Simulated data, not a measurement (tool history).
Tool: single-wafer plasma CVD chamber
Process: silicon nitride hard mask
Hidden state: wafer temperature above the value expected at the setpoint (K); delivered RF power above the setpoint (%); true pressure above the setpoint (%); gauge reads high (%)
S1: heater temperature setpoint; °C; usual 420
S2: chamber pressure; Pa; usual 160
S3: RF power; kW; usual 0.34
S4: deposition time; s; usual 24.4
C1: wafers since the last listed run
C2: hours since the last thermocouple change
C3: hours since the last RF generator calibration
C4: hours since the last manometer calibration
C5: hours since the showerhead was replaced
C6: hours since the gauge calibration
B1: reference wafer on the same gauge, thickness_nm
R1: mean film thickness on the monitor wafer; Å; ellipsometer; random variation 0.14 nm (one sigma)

| run | hour | S1 | S2 | S3 | S4 | C1 | C2 | C3 | C4 | C5 | C6 | B1 | R1 |
|---|---|---|---|---|---|---|---|---|---|---|---|---|---|
| 1 | 0 | 420 | 160 | 0.32 | 24.4 | 0 | 394.8 | 433 | 734.4 | 3346.4 | 358.8 | 32.277 | 261.27 |
| 2 | 54.4 | 430 | 160 | 0.385 | 24.4 | 1009 | 449.2 | 487.4 | 788.8 | 3400.8 | 413.2 | 32.31 | 296.97 |
| 3 | 127.5 | 430 | 160 | 0.385 | 24.4 | 1356 | 522.3 | 560.5 | 861.9 | 3473.9 | 486.3 | 32.314 | 296.23 |
| 4 | 228.2 | 420 | 151 | 0.34 | 24.4 | 1868 | 623 | 661.2 | 962.6 | 3574.6 | 587 | 32.318 | 267.37 |
| 5 | 304.4 | 420 | 151 | 0.34 | 24.4 | 1413 | 699.2 | 737.4 | 1038.8 | 3650.8 | 663.2 | 32.316 | 268.27 |
| 6 | 373 | 420 | 160 | 0.355 | 24.4 | 1272 | 767.8 | 806 | 1107.4 | 3719.4 | 731.8 | 32.308 | 277.06 |
| 7 | 441.6 | 420 | 160 | 0.355 | 24.4 | 1272 | 836.4 | 874.6 | 1176 | 3788 | 800.4 | 32.299 | 274.02 |
| 8 | 478.7 | 420 | 160 | 0.34 | 22.3 | 688 | 873.5 | 911.7 | 1213.1 | 3825.1 | 837.5 | 32.296 | 243.95 |
| 9 | 547 | 420 | 160 | 0.34 | 22.3 | 1267 | 941.8 | 980 | 1281.4 | 3893.4 | 905.8 | 32.313 | 241.47 |
|  | 582.3 | thermocouple changed; heater temperature recalibrated |
|  | 632.2 | RF generator calibrated |
| 10 | 646.1 | 423 | 160 | 0.34 | 24.4 | 1541 | 63.8 | 13.9 | 1380.5 | 3992.5 | 1004.9 | 32.268 | 251.71 |
| 11 | 704 | 423 | 160 | 0.34 | 24.4 | 1074 | 121.7 | 71.8 | 1438.4 | 4050.4 | 1062.8 | 32.288 | 251.95 |
| 12 | 800.3 | 407 | 176 | 0.375 | 24.4 | 1786 | 218 | 168.1 | 1534.7 | 4146.7 | 1159.1 | 32.29 | 279.31 |
|  | 827.4 | RF generator calibrated, repeated, since the last time left the tool worse |
| 13 | 898.1 | 420 | 160 | 0.34 | 24.4 | 1665 | 315.8 | 70.7 | 1632.5 | 4244.5 | 1256.9 | 32.28 | 276.14 |
| 14 | 973.9 | 432 | 188 | 0.27 | 24.4 | 1406 | 391.6 | 146.5 | 1708.3 | 4320.3 | 1332.7 | 32.274 | 234.01 |
|  | 990.4 | showerhead replaced |
|  | 1011.5 | gauge calibrated |
| 15 | 1055.6 | 420 | 160 | 0.34 | 22.8 | 1367 | 473.3 | 228.2 | 1790 | 65.2 | 44.1 | 32.311 | 255.18 |
|  | 1098.2 | capacitance manometer re-zeroed and calibrated |
| 16 | 1098.7 | 424 | 160 | 0.275 | 24.4 | 651 | 516.4 | 271.3 | 0.5 | 108.3 | 87.2 | 32.31 | 230.38 |
| 17 | 1194.7 | 420 | 160 | 0.305 | 24.4 | 1780 | 612.4 | 367.3 | 96.5 | 204.3 | 183.2 | 32.291 | 250.87 |
| 18 | 1236.4 | 416 | 160 | 0.37 | 24.4 | 773 | 654.1 | 409 | 138.2 | 246 | 224.9 | 32.293 | 291.47 |
| 19 | 1317.8 | 409 | 173 | 0.305 | 23.2 | 1510 | 735.5 | 490.4 | 219.6 | 327.4 | 306.3 | 32.32 | 243.86 |
| 20 | 1364.7 | 420 | 160 | 0.28 | 24.4 | 870 | 782.4 | 537.3 | 266.5 | 374.3 | 353.2 | 32.306 | 233.3 |
| 21 | 1456.4 | 420 | 199 | 0.29 | 20.4 | 1701 | 874.1 | 629 | 358.2 | 466 | 444.9 | 32.295 | 207.36 |
| 22 | 1538.7 | 420 | 160 | 0.34 | 24.4 | 1526 | 956.4 | 711.3 | 440.5 | 548.3 | 527.2 | 32.315 | 271.07 |

5 ways to go on from here, each from the tool as it stands after run 22. What would each give?
| A | 1539.1 | 420 | 160 | 0.34 | 24.4 | 7 | 956.8 | 711.7 | 440.9 | 548.7 | 527.6 | ? | ? |
| B | 1539.1 | 431 | 137 | 0.34 | 24.4 | 7 | 956.8 | 711.7 | 440.9 | 548.7 | 527.6 | ? | ? |
| C | 1539.1 | 420 | 144 | 0.37 | 25.9 | 7 | 956.8 | 711.7 | 440.9 | 548.7 | 527.6 | ? | ? |
| D | 1539.1 | 429 | 131 | 0.34 | 22.6 | 7 | 956.8 | 711.7 | 440.9 | 548.7 | 527.6 | ? | ? |
| E | 1539.1 | 420 | 181 | 0.3 | 24.4 | 7 | 956.8 | 711.7 | 440.9 | 548.7 | 527.6 | ? | ? |

| run | B1 | R1 |
|---|---|---|
| A | 32.302 | 268.76 |
| B | 32.302 | 259.99 |
| C | 32.302 | 297.73 |
| D | 32.302 | 238.82 |
| E | 32.302 | 249.06 |
Without the tool's hidden state the same runs would have given:
| run | R1 |
|---|---|
| A | 274.21 |
| B | 265.26 |
| C | 303.75 |
| D | 243.66 |
| E | 254.5 |
